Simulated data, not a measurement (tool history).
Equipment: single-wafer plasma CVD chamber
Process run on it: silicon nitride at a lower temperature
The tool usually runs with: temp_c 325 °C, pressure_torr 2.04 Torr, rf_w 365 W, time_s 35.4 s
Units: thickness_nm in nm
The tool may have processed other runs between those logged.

run	hour	temp_c	pressure_torr	rf_w	time_s	read-back reference wafer on the same gauge, thickness_nm	thickness_nm
1	0	325	2.04	365	35.4	53.056	48.29
2	79	325	2.04	365	35.4	53.094	48.425
# hour 86.9: gauge calibrated
3	234.9	325	2.04	365	35.4	53.089	48.389
4	333.2	325	2.04	365	35.4	53.12	48.463
5	432.6	325	2.04	365	35.4	53.096	48.327
6	497.1	325	2.04	365	35.4	53.091	48.288
7	540.2	325	2.04	365	35.4	53.088	48.184
# hour 555.6: RF generator calibrated
8	632.7	325	2.04	365	35.4	53.094	48.708
9	698.8	315	2.04	365	35.4	53.123	48.858
10	789.6	325	2.3	295	35.4	53.109	43.79
11	830.6	313	1.58	395	35.4	53.086	48.562
# hour 880: capacitance manometer re-zeroed and calibrated
# hour 892.7: thermocouple changed; heater temperature recalibrated
12	912.5	313	1.58	395	35.4	53.087	49.25
13	953.5	336	2.04	300	35.4	53.098	43.533
14	1006.9	313	2.04	365	30.9	53.089	43.052
# hour 1015.8: gauge calibrated
15	1073.9	325	2.04	325	35.4	53.139	45.718
16	1152.9	329	1.64	365	35.4	53.086	46.743
# hour 1179.1: showerhead replaced
17	1208.8	325	2.47	435	33.3	53.075	52.999
18	1509.4	325	2.04	365	35.4	53.112	48.696

Table of differences, measured result less the result of that run with no hidden state. Run-to-run variation is the same in both. Gauge scatter possibly is not:
Unlogged tool condition in this case: wafer temperature above the value expected at the setpoint (K); delivered RF power above the setpoint (%); true pressure above the setpoint (%); gauge reads high (%).
run	thickness_nm
1	-1.134
2	-1.16
3	-1.197
4	-1.219
5	-1.234
6	-1.243
7	-1.246
8	-0.841
9	-0.901
10	-0.872
11	-1.027
12	-0.266
13	-0.307
14	-0.35
15	-0.457
16	-0.543
17	-0.633
18	-0.841

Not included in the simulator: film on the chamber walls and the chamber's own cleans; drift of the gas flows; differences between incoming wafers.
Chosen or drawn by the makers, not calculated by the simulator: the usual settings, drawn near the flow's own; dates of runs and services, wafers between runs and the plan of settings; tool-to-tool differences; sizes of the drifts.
